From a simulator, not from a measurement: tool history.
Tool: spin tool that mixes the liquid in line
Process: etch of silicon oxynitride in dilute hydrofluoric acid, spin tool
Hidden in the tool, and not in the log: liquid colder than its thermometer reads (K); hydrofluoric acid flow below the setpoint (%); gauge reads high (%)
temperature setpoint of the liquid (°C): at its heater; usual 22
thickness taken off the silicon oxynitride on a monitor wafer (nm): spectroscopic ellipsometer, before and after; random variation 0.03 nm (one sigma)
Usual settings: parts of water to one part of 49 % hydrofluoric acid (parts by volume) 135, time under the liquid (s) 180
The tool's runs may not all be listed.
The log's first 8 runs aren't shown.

run	hour	temperature setpoint of the liquid (°C)	parts of water to one part of 49 % hydrofluoric acid (parts by volume)	time under the liquid (s)	wafers since the last listed run	hours since the thermometer was replaced	hours since the hydrofluoric acid flow meter was replaced	hours since the gauge calibration	read-back film thickness of the silicon oxynitride reference wafer, read on the same gauge (nm)	thickness taken off the silicon oxynitride on a monitor wafer (nm)
9	226.6	22	135	180	193	1186.6	1170.6	341.1	120.005	1.511
10	239.6	22	190	180	71	1199.6	1183.6	354.1	120.012	1.054
11	273.3	22	190	180	185	1233.3	1217.3	387.8	119.97	1.033
# hour 277.2: thermometer replaced
12	307	22	190	180	179	29.8	1251	421.5	119.998	1.035
13	330.4	22	190	240	128	53.2	1274.4	444.9	119.996	1.381
14	359.6	22	135	180	160	82.4	1303.6	474.1	119.97	1.484
15	389.8	24.5	135	180	166	112.6	1333.8	504.3	120.009	1.7
16	423.8	22	135	180	187	146.6	1367.8	538.3	119.989	1.473

Run 17 comes next. What will it give?
17	454.2	22	135	80	167	177	1398.2	568.7	?	?

Run 17 gave read-back film thickness of the silicon oxynitride reference wafer, read on the same gauge (nm) 119.982, thickness taken off the silicon oxynitride on a monitor wafer (nm) 0.653.
Without the tool's hidden state the same run would have given thickness taken off the silicon oxynitride on a monitor wafer (nm) 0.763.

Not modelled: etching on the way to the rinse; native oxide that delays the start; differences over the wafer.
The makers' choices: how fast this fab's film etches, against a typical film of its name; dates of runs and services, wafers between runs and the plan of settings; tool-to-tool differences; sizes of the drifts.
